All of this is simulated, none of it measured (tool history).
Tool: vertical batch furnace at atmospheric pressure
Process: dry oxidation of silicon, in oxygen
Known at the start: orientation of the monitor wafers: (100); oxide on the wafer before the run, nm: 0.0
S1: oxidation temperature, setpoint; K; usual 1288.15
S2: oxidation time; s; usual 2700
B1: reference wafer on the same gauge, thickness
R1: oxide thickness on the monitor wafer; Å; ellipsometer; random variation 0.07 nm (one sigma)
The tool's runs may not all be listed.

Run 1, day 0: usual settings; B1 43.4. Result: R1 466.5 Å.
Run 2, day 0.546: usual settings; B1 43.41. Result: R1 466.7 Å.
Run 3, day 1.883: usual settings; B1 43.4. Result: R1 467.4 Å.
Run 4, day 2.462: usual settings; B1 43.39. Result: R1 465.7 Å.
Run 5, day 3.462: usual settings; B1 43.39. Result: R1 466.9 Å.
Run 6, day 4.8: usual settings but S2 3480 s; B1 43.4. Result: R1 547.9 Å.
At day 6.683: boat lift adjusted.
Run 7, day 9.042: usual settings but S2 3480 s; B1 43.4. Result: R1 546.9 Å.
At day 9.638: gauge calibrated.
At day 10.738: thermocouples replaced and temperature profile calibrated.
Run 8, day 10.758: usual settings but S1 1269.15 K; B1 43.39. Result: R1 388.1 Å.
Run 9, day 10.962: usual settings but S1 1311.15 K, S2 3240 s; B1 43.4. Result: R1 642.4 Å.
Run 10, day 11.608: usual settings; B1 43.38. Result: R1 467.5 Å.

Run 11 comes next. What will it give?
Run 11, day 12.496: usual settings but S2 3480 s; B1 ?. Result: R1 ?.

{"run 11": {"B1": 43.4, "R1": 547.4}}
Without the tool's hidden state the same run would have given R1 547.4 Å.
